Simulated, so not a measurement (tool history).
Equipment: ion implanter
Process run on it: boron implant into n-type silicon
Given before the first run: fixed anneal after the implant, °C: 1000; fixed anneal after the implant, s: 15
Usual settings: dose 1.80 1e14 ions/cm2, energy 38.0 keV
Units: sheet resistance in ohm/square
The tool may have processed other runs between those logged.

run	hour	dose	energy	read-back reference wafer on the same gauge, sheet resistance	sheet resistance
1	0.0	1.80	38.0	499.04	508.90
2	12.0	1.80	38.0	499.05	507.36
3	22.9	1.50	29.5	498.98	603.67
4	37.2	1.50	29.5	498.94	604.36
5	51.6	1.80	38.0	498.69	509.45
6	59.2	1.80	38.0	499.02	506.03
7	70.3	1.80	38.0	498.69	508.58
8	78.3	1.45	38.0	499.04	594.09
9	89.4	1.39	38.0	499.00	610.74
10	105.8	1.92	38.0	499.03	483.30
11	111.9	1.80	38.0	499.47	507.83
12	119.2	1.80	38.0	498.98	507.88
13	135.6	1.80	32.5	498.99	519.28
14	152.5	1.41	26.0	499.22	645.82
15	178.1	1.49	38.0	498.88	562.37
16	186.9	2.20	44.0	498.84	416.25
17	204.4	1.80	38.0	498.97	492.51
18	213.1	1.94	32.5	498.90	475.63
19	229.2	1.55	38.0	499.41	547.20
20	235.8	1.98	38.0	498.87	459.71
21	243.0	1.80	38.0	498.75	493.20
22	257.4	1.26	43.5	499.00	619.46
23	270.3	2.29	47.0	498.88	401.00
24	286.6	1.80	42.5	499.50	485.39
25	303.3	1.55	38.0	499.02	550.33
26	320.7	1.80	43.5	498.53	483.81
27	334.3	1.80	38.0	499.19	494.49
28	349.4	1.58	46.5	498.83	525.22
29	357.3	1.80	38.0	499.23	495.43
30	363.8	2.21	26.0	499.03	447.03
31	373.9	2.24	24.5	499.13	447.19
32	381.7	1.80	38.0	499.09	494.53
33	389.2	2.28	47.0	498.82	406.41
34	405.2	2.00	38.0	498.86	457.81
35	413.1	1.80	31.5	498.88	509.74
36	419.5	1.94	34.5	499.08	476.71
37	431.2	2.08	44.0	499.02	438.33

Not shown here: 3 entries made in the log between runs. Locate each between two listed runs and compare the hidden state at the listed run before it with the hidden state at the listed run after it:
After run 4, before run 5: extraction supply calibrated (hour 51.1)
  nothing in the hidden state changes from one run to the other
  the result without the hidden state subtracted from the measured one, sheet resistance: +20.93 -> +17.27 ohm/square
After run 14, before run 15: Faraday cup replaced and dose calibrated (hour 174.1)
  deviation of the true dose from the Faraday cup's reading, %: -4.7 -> -0.236
  the result without the hidden state subtracted from the measured one, sheet resistance: +22.87 -> +0.94 ohm/square
After run 22, before run 23: gauge calibrated (hour 259.5)
  deviation of the true dose from the Faraday cup's reading, %: -0.751 -> -0.83
  the result without the hidden state subtracted from the measured one, sheet resistance: +3.26 -> +2.40 ohm/square
